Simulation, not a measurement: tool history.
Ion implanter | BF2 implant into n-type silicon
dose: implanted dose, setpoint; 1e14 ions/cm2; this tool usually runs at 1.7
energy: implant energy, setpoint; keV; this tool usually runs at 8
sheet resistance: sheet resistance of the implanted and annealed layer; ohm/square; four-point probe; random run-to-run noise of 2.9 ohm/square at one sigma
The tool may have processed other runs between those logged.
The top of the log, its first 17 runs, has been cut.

run,day,dose,energy,"read-back reference wafer on the same gauge, sheet resistance",sheet resistance
18,19.7,2.14,9,917.81,686.51
# day 20.671: Faraday cup replaced and dose calibrated
19,20.921,1.7,9,919.74,811.09
# day 21.3: gauge calibrated
20,21.833,1.7,8,904.33,817.97
21,22.912,1.27,7,905.16,1046.09
22,23.696,1.7,8,906.07,821.73
23,25.15,1.7,8,905.99,815.69
24,25.662,2.09,7,905.97,755.02
25,26.517,1.7,10.5,905.83,772.42
26,27.333,1.23,8,906.21,1054.02
27,28.367,1.7,8.5,907.07,812.51
28,29.596,1.27,7,908.23,1049.71
29,30.858,1.85,9.5,908.1,748.34
30,31.892,1.43,9.5,910.13,914.26
31,33.046,1.2,10.5,910.84,1051.64
32,33.65,1.7,10,912.69,791.63
33,34.708,1.7,8,913.29,828.29

Forecast each of these 4 alternatives for the next run:
A,34.725,2.04,8,?,?
B,34.725,1.57,8,?,?
C,34.725,1.25,6,?,?
D,34.725,1.28,8,?,?

run,"read-back reference wafer on the same gauge, sheet resistance",sheet resistance
A,913.69,735.19
B,913.69,880.94
C,913.69,1107.5
D,913.69,1030.96
Take away the tool's hidden state, keep each run's random variation, and the runs would have read:
run,sheet resistance
A,729.41
B,874.02
C,1098.79
D,1022.86
